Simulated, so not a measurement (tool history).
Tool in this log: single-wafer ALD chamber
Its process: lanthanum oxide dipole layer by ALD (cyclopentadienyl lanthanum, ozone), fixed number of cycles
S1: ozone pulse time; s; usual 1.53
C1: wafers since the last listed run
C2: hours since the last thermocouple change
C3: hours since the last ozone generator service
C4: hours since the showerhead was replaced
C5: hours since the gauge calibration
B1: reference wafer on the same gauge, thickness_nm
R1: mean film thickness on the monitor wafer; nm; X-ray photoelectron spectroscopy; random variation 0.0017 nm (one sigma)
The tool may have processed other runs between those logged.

run,hour,S1,C1,C2,C3,C4,C5,B1,R1
1,0,1.53,0,1332.3,498.3,5258,78.6,0.512,0.521
2,104,1.53,2165,1436.3,602.3,5362,182.6,0.512,0.519
# hour 121.8: gauge calibrated
3,131.5,1.88,572,1463.8,629.8,5389.5,9.7,0.512,0.546
# hour 142.7: ozone generator serviced
4,158.7,1.88,399,1491,16,5416.7,36.9,0.512,0.515
# hour 187.8: thermocouple changed; heater temperature recalibrated
5,192.7,1.68,541,4.9,50,5450.7,70.9,0.512,0.485
# hour 212.2: showerhead replaced
6,215.1,1.53,299,27.3,72.4,2.9,93.3,0.512,0.457
# hour 226.8: ozone generator serviced, repeated, since the last time left the tool worse
7,249.2,1.53,543,61.4,22.4,37,127.4,0.512,0.551

The next listed run, before its measurement:
8,268.2,2.09,395,80.4,41.4,56,146.4,?,?

{"run 8": {"B1": 0.512, "R1": 0.57}}
Without the tool's hidden state the same run would have given R1 0.572 nm.

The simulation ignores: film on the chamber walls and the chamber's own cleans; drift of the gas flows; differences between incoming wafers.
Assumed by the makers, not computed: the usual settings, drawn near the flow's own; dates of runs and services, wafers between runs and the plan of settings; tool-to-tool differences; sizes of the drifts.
